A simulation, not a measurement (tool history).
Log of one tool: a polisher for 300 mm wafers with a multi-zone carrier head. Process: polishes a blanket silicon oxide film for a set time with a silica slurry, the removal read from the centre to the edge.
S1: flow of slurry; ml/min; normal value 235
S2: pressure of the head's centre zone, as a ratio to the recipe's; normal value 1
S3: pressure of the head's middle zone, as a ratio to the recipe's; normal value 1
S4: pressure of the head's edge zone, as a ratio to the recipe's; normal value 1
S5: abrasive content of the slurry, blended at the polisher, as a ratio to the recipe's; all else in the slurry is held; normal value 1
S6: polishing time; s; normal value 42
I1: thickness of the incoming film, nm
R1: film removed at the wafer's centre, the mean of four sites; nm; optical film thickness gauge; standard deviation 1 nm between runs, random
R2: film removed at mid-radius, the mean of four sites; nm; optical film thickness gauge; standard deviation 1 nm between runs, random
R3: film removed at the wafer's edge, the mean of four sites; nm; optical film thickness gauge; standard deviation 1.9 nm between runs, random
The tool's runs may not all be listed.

run,hour,S1,S2,S3,S4,S5,S6,I1,R1,R2,R3
1,0,235,1,1,1.07,1,34,1189.5,120.7,121.3,128.4
2,12.7,235,1,1,1.07,1,34,1186.7,119.4,120.6,127
3,19,235,1,1,1,1,45,1174.6,157.6,159.2,159.1
4,35.6,235,1,1,1,1,45,1183.8,154,154.7,160.6
5,53.2,235,0.94,1.05,1,1,42,1191,125.7,136.5,135.7
6,71.2,235,0.94,1.05,1,1,42,1195.9,123.7,136.6,135.6
7,83.8,235,0.94,1.05,1,1,42,1182.2,120.8,134.9,135.8
8,91.6,235,1,1,1,1,42,1173.9,129.3,130.4,132.8
9,100.3,235,1,1,1,1,42,1184.6,151.5,151.1,154.8
10,112.8,185,1,1,1,1.2,52,1200.6,196.6,195.6,200.8
11,122.9,285,0.89,0.95,1,1,29,1170.8,92.5,100.5,108.8
12,132.2,300,1,1,1,0.75,42,1194,129.9,128.9,135.4
13,150.1,235,1,1,1,1,42,1188,144.3,145.8,150
14,163,235,1,1,1,1.25,37,1173.8,138.2,139.4,140.6
15,174.6,260,0.88,1,1.08,1,42,1190.5,132.9,151.9,159.1
16,183.9,235,1,1,0.94,1,33,1180.4,117.4,116.2,115.5
17,199.4,235,1,1,1,1,42,1207.3,146.6,147.2,150.9
18,207.8,235,0.94,1.05,1,1,42,1193.3,138.3,153,148.1
19,216.8,180,1,1,1,0.9,55,1206,177.2,177.2,179.8
20,223.3,235,1,1,1,1,42,1209.2,144.3,142.8,147.7
21,250.1,235,1,1,0.94,1.25,42,1181.7,155,155,156.3

Put back what was entered between runs (7 entries, withheld): which listed runs does each sit between, and how does the hidden state differ from the listed run before to the listed run after?
Run 4 -> run 5: worn pad replaced by a new one (hour 51.9)
  removal rate lost through wear of the pad, %: 3.77 -> 12.1
  measured less the result without the state, R1: -6.1 -> -17.2 nm; R2: -6 -> -18.7 nm; R3: -6.3 -> -18.7 nm
Run 5 -> run 6: centre zone pressure recalibrated (hour 66.5)
  removal rate lost through wear of the pad, %: 12.1 -> 12.5
  measured less the result without the state, R1: -17.2 -> -17.6 nm; R2: -18.7 -> -19.4 nm; R3: -18.7 -> -19.3 nm
Run 8 -> run 9: worn pad replaced by a new one, repeated, since the last time left the tool worse (hour 98.2)
  removal rate lost through wear of the pad, %: 13.7 -> 0.0256
  measured less the result without the state, R1: -20.6 -> +0 nm; R2: -20.8 -> -0.1 nm; R3: -21.2 -> -0.1 nm
Run 11 -> run 12: slurry nozzle cleaned (hour 126.8)
  removal rate lost through wear of the pad, %: 0.67 -> 1.25
  measured less the result without the state, R1: -0.6 -> -1.6 nm; R2: -0.7 -> -1.7 nm; R3: -0.7 -> -1.7 nm
Run 14 -> run 15: worn pad replaced by a new one (hour 170.7); carrier head's membrane replaced by a new one (hour 171.8)
  removal rate lost through wear of the pad, %: 4.48 -> 1.03
  measured less the result without the state, R1: -6.5 -> -1.4 nm; R2: -6.6 -> -1.6 nm; R3: -6.6 -> -1.6 nm
Run 15 -> run 16: edge zone pressure recalibrated (hour 178.4)
  removal rate lost through wear of the pad, %: 1.03 -> 1.19
  measured less the result without the state, R1: -1.4 -> -1.4 nm; R2: -1.6 -> -1.4 nm; R3: -1.6 -> -1.4 nm

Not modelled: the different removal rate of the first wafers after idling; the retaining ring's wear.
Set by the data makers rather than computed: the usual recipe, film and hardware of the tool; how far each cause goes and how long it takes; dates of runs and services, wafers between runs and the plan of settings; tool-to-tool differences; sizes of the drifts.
